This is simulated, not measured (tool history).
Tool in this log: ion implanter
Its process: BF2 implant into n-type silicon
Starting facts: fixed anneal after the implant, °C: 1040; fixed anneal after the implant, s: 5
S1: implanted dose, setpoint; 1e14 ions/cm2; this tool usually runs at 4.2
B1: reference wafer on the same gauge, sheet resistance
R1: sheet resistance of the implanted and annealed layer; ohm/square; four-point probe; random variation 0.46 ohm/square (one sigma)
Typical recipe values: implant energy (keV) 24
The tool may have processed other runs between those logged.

Run 1, hour 0: usual settings; B1 366.06. Result: R1 317.27 ohm/square.
Run 2, hour 16.8: usual settings; B1 365.89. Result: R1 317.69 ohm/square.
Run 3, hour 42.2: usual settings; B1 365.8. Result: R1 316.41 ohm/square.
Run 4, hour 54.7: usual settings; B1 365.79. Result: R1 317.71 ohm/square.
At hour 78.7: extraction supply calibrated.
Run 5, hour 79.2: usual settings; B1 365.94. Result: R1 318.11 ohm/square.
Run 6, hour 84.5: usual settings; B1 366.36. Result: R1 317.84 ohm/square.
Run 7, hour 94.2: usual settings but S1 5.11 1e14 ions/cm2, implant energy (keV) 22; B1 366.19. Result: R1 277.01 ohm/square.
Run 8, hour 109.5: usual settings but S1 5.21 1e14 ions/cm2; B1 365.9. Result: R1 267.7 ohm/square.
Run 9, hour 116.1: usual settings; B1 366.06. Result: R1 316.71 ohm/square.
At hour 135.2: Faraday cup replaced and dose calibrated.
Run 10, hour 135.7: usual settings; B1 366.13. Result: R1 325.9 ohm/square.
Run 11, hour 146.3: usual settings; B1 365.73. Result: R1 326.91 ohm/square.
At hour 152.7: gauge calibrated.
Run 12, hour 157.8: usual settings but S1 3.82 1e14 ions/cm2; B1 366.08. Result: R1 354.77 ohm/square.
At hour 186.2: Faraday cup replaced and dose calibrated, repeated, since the last time left the tool worse.
Run 13, hour 202.9: usual settings but implant energy (keV) 29.5; B1 365.99. Result: R1 303.28 ohm/square.
Run 14, hour 220.8: usual settings but S1 5.26 1e14 ions/cm2, implant energy (keV) 28.5; B1 366.3. Result: R1 253.32 ohm/square.

4 options for the next run, each taken on its own from the tool as it stands now. Forecast them:
Run A, hour 221.2: usual settings but implant energy (keV) 28; B1 ?. Result: R1 ?.
Run B, hour 221.2: usual settings but S1 3.02 1e14 ions/cm2, implant energy (keV) 31.5; B1 ?. Result: R1 ?.
Run C, hour 221.2: usual settings but S1 4.92 1e14 ions/cm2, implant energy (keV) 29.5; B1 ?. Result: R1 ?.
Run D, hour 221.2: usual settings but S1 3.13 1e14 ions/cm2, implant energy (keV) 30; B1 ?. Result: R1 ?.

run      B1      R1
  A  365.93  304.59
  B  365.93  398.68
  C  365.93   265.3
  D  365.93  388.64
Stripped of hidden state, with their random variation kept, the same runs would have yielded:
run      R1
  A  302.48
  B  395.87
  C  263.51
  D  385.89

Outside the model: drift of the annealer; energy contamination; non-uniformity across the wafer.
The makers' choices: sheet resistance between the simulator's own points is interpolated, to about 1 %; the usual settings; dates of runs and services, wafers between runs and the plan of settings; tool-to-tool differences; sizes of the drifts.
